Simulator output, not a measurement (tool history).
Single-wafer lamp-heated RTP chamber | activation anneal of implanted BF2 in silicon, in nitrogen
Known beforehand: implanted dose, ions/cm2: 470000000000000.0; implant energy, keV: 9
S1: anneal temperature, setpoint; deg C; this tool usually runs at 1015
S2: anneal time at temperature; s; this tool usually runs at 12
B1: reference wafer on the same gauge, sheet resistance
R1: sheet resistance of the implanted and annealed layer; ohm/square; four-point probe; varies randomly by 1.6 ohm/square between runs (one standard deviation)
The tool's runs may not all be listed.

{"run": 1, "hour": 0.0, "S1": 1015, "S2": 12, "B1": 280.82, "R1": 318.95}
{"run": 2, "hour": 16.3, "S1": 1015, "S2": 12, "B1": 281.25, "R1": 321.07}
{"run": 3, "hour": 32.0, "S1": 1015, "S2": 12, "B1": 280.59, "R1": 316.96}
{"run": 4, "hour": 49.7, "S1": 1015, "S2": 12, "B1": 281.21, "R1": 318.18}
{"run": 5, "hour": 62.4, "S1": 1015, "S2": 12, "B1": 280.93, "R1": 319.68}
{"run": 6, "hour": 69.2, "S1": 1015, "S2": 8, "B1": 280.67, "R1": 330.38}
{"hour": 79.4, "done": "reflector plate cleaned"}
{"run": 7, "hour": 81.7, "S1": 1015, "S2": 12, "B1": 281.28, "R1": 324.21}
{"run": 8, "hour": 89.0, "S1": 1015, "S2": 12, "B1": 280.93, "R1": 323.74}
{"run": 9, "hour": 97.7, "S1": 1015, "S2": 12, "B1": 281.05, "R1": 322.57}
{"run": 10, "hour": 110.3, "S1": 1015, "S2": 12, "B1": 280.71, "R1": 320.95}
{"run": 11, "hour": 118.6, "S1": 1015, "S2": 12, "B1": 281.44, "R1": 318.13}
{"hour": 127.9, "done": "pyrometer window cleaned and pyrometer calibrated"}
{"run": 12, "hour": 128.4, "S1": 1015, "S2": 12, "B1": 281.3, "R1": 330.77}
{"run": 13, "hour": 133.7, "S1": 1015, "S2": 12, "B1": 281.02, "R1": 333.03}
{"run": 14, "hour": 148.4, "S1": 1015, "S2": 10, "B1": 280.9, "R1": 334.01}
{"run": 15, "hour": 155.4, "S1": 995, "S2": 12, "B1": 280.67, "R1": 348.69}
{"run": 16, "hour": 172.1, "S1": 1015, "S2": 12, "B1": 280.68, "R1": 328.44}
{"run": 17, "hour": 179.3, "S1": 1007, "S2": 12, "B1": 281.15, "R1": 336.8}
{"run": 18, "hour": 192.7, "S1": 1007, "S2": 12, "B1": 281.45, "R1": 332.96}
{"run": 19, "hour": 206.3, "S1": 1015, "S2": 7, "B1": 281.29, "R1": 340.08}
{"run": 20, "hour": 220.5, "S1": 1015, "S2": 12, "B1": 280.86, "R1": 324.13}
{"run": 21, "hour": 235.0, "S1": 1035, "S2": 18, "B1": 281.0, "R1": 292.47}
{"hour": 248.7, "done": "reflector plate cleaned"}
{"run": 22, "hour": 249.2, "S1": 1030, "S2": 5, "B1": 280.75, "R1": 343.51}
{"run": 23, "hour": 264.2, "S1": 1032, "S2": 18, "B1": 281.0, "R1": 298.56}
{"run": 24, "hour": 279.2, "S1": 1015, "S2": 12, "B1": 281.19, "R1": 325.97}
{"hour": 279.7, "done": "gauge calibrated"}
{"run": 25, "hour": 294.0, "S1": 1041, "S2": 18, "B1": 280.78, "R1": 285.16}
{"run": 26, "hour": 300.2, "S1": 1006, "S2": 17, "B1": 280.83, "R1": 324.4}
{"run": 27, "hour": 309.5, "S1": 1015, "S2": 12, "B1": 281.1, "R1": 322.57}
{"run": 28, "hour": 318.9, "S1": 988, "S2": 15, "B1": 281.06, "R1": 342.21}
{"run": 29, "hour": 333.6, "S1": 1015, "S2": 12, "B1": 281.29, "R1": 324.07}
{"run": 30, "hour": 343.2, "S1": 999, "S2": 12, "B1": 280.96, "R1": 336.7}
{"run": 31, "hour": 351.9, "S1": 985, "S2": 17, "B1": 281.01, "R1": 342.21}
{"run": 32, "hour": 361.6, "S1": 1038, "S2": 14, "B1": 281.19, "R1": 294.67}
{"run": 33, "hour": 372.9, "S1": 1004, "S2": 16, "B1": 280.92, "R1": 322.57}
{"run": 34, "hour": 388.9, "S1": 996, "S2": 16, "B1": 280.81, "R1": 332.52}
{"run": 35, "hour": 404.2, "S1": 1015, "S2": 6, "B1": 280.79, "R1": 335.6}
{"hour": 415.5, "done": "reflector plate cleaned"}
{"run": 36, "hour": 416.5, "S1": 993, "S2": 7, "B1": 281.11, "R1": 372.83}
{"run": 37, "hour": 424.7, "S1": 1029, "S2": 19, "B1": 280.67, "R1": 294.69}

Branching from run 37: 4 alternative next runs. What would each branch give?
{"run": "A", "hour": 425.1, "S1": 1015, "S2": 12, "B1": "?", "R1": "?"}
{"run": "B", "hour": 425.1, "S1": 990, "S2": 12, "B1": "?", "R1": "?"}
{"run": "C", "hour": 425.1, "S1": 1004, "S2": 10, "B1": "?", "R1": "?"}
{"run": "D", "hour": 425.1, "S1": 1044, "S2": 12, "B1": "?", "R1": "?"}

run=A B1=281.16 R1=322.63
run=B B1=281.16 R1=348.39
run=C B1=281.16 R1=338.15
run=D B1=281.16 R1=294.46
With the hidden condition removed and each run's random variation left untouched, the same runs would have given:
run=A R1=335.67
run=B R1=371.54
run=C R1=355.06
run=D R1=308.78

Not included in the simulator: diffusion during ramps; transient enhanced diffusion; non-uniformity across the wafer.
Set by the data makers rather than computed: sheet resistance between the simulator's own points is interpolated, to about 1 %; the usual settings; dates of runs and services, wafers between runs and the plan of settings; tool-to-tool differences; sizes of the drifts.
